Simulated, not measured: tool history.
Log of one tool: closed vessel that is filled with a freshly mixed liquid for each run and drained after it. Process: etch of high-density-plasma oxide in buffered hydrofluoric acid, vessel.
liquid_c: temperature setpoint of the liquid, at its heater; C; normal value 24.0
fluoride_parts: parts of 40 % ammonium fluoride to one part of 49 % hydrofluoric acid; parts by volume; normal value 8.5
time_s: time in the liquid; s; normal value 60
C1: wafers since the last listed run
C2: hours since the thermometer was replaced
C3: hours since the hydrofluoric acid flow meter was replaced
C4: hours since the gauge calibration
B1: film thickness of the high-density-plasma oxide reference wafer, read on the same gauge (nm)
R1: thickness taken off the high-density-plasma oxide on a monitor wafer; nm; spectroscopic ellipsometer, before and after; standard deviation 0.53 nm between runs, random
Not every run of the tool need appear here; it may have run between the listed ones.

Run 1, hour 0.0: usual settings but time_s 75 s; C1 0; C2 894.4; C3 324.1; C4 1389.8; B1 110.05. Result: R1 105.33 nm.
Run 2, hour 104.4: usual settings but time_s 40 s; C1 8232; C2 998.8; C3 428.5; C4 1494.2; B1 110.00. Result: R1 56.38 nm.
Run 3, hour 186.7: usual settings but time_s 40 s; C1 6489; C2 1081.1; C3 510.8; C4 1576.5; B1 110.02. Result: R1 55.72 nm.
Run 4, hour 247.4: usual settings but liquid_c 20.5 C, time_s 85 s; C1 4786; C2 1141.8; C3 571.5; C4 1637.2; B1 109.96. Result: R1 96.79 nm.
Run 5, hour 463.7: usual settings but fluoride_parts 7.5 parts by volume; C1 17056; C2 1358.1; C3 787.8; C4 1853.5; B1 109.97. Result: R1 96.21 nm.
Run 6, hour 553.0: usual settings but fluoride_parts 7.5 parts by volume; C1 7041; C2 1447.4; C3 877.1; C4 1942.8; B1 110.01. Result: R1 95.87 nm.
Run 7, hour 622.2: usual settings but fluoride_parts 7.5 parts by volume; C1 5456; C2 1516.6; C3 946.3; C4 2012.0; B1 110.03. Result: R1 96.88 nm.
Run 8, hour 661.5: usual settings but liquid_c 25.5 C; C1 3098; C2 1555.9; C3 985.6; C4 2051.3; B1 110.01. Result: R1 89.66 nm.
Run 9, hour 759.0: usual settings but liquid_c 25.5 C; C1 7688; C2 1653.4; C3 1083.1; C4 2148.8; B1 109.99. Result: R1 90.07 nm.
Run 10, hour 816.2: usual settings but liquid_c 25.5 C; C1 4510; C2 1710.6; C3 1140.3; C4 2206.0; B1 109.98. Result: R1 90.49 nm.
Run 11, hour 858.9: usual settings but liquid_c 21.5 C; C1 3367; C2 1753.3; C3 1183.0; C4 2248.7; B1 109.98. Result: R1 72.98 nm.
Run 12, hour 913.4: usual settings; C1 4297; C2 1807.8; C3 1237.5; C4 2303.2; B1 109.97. Result: R1 83.24 nm.
Run 13, hour 981.0: usual settings but liquid_c 19.5 C, fluoride_parts 6.5 parts by volume, time_s 30 s; C1 5330; C2 1875.4; C3 1305.1; C4 2370.8; B1 109.97. Result: R1 42.69 nm.
Run 14, hour 1023.5: usual settings but time_s 80 s; C1 3351; C2 1917.9; C3 1347.6; C4 2413.3; B1 110.00. Result: R1 110.27 nm.
Run 15, hour 1103.7: usual settings but fluoride_parts 7.5 parts by volume; C1 6324; C2 1998.1; C3 1427.8; C4 2493.5; B1 109.99. Result: R1 95.78 nm.
At hour 1143.6: thermometer replaced.
Run 16, hour 1144.1: usual settings but fluoride_parts 11.0 parts by volume, time_s 90 s; C1 3106; C2 0.5; C3 1468.2; C4 2533.9; B1 109.98. Result: R1 99.55 nm.
Run 17, hour 1210.3: usual settings but fluoride_parts 12.0 parts by volume, time_s 50 s; C1 5220; C2 66.7; C3 1534.4; C4 2600.1; B1 109.96. Result: R1 51.26 nm.
Run 18, hour 1309.0: usual settings; C1 7782; C2 165.4; C3 1633.1; C4 2698.8; B1 110.02. Result: R1 81.73 nm.
Run 19, hour 1367.7: usual settings but liquid_c 25.5 C, fluoride_parts 5.0 parts by volume, time_s 30 s; C1 4628; C2 224.1; C3 1691.8; C4 2757.5; B1 109.94. Result: R1 74.41 nm.
Run 20, hour 1406.6: usual settings but fluoride_parts 7.0 parts by volume; C1 3067; C2 263.0; C3 1730.7; C4 2796.4; B1 109.97. Result: R1 100.06 nm.
Run 21, hour 1512.4: usual settings but fluoride_parts 12.0 parts by volume; C1 8342; C2 368.8; C3 1836.5; C4 2902.2; B1 110.02. Result: R1 61.36 nm.

The next listed run, before its measurement:
Run 22, hour 1607.5: usual settings; C1 7499; C2 463.9; C3 1931.6; C4 2997.3; B1 ?. Result: R1 ?.

Logged for run 22: B1 109.97, R1 81.59 nm.
Were there no unlogged condition in the tool, this run, its random variation unchanged, would have produced R1 84.37 nm.

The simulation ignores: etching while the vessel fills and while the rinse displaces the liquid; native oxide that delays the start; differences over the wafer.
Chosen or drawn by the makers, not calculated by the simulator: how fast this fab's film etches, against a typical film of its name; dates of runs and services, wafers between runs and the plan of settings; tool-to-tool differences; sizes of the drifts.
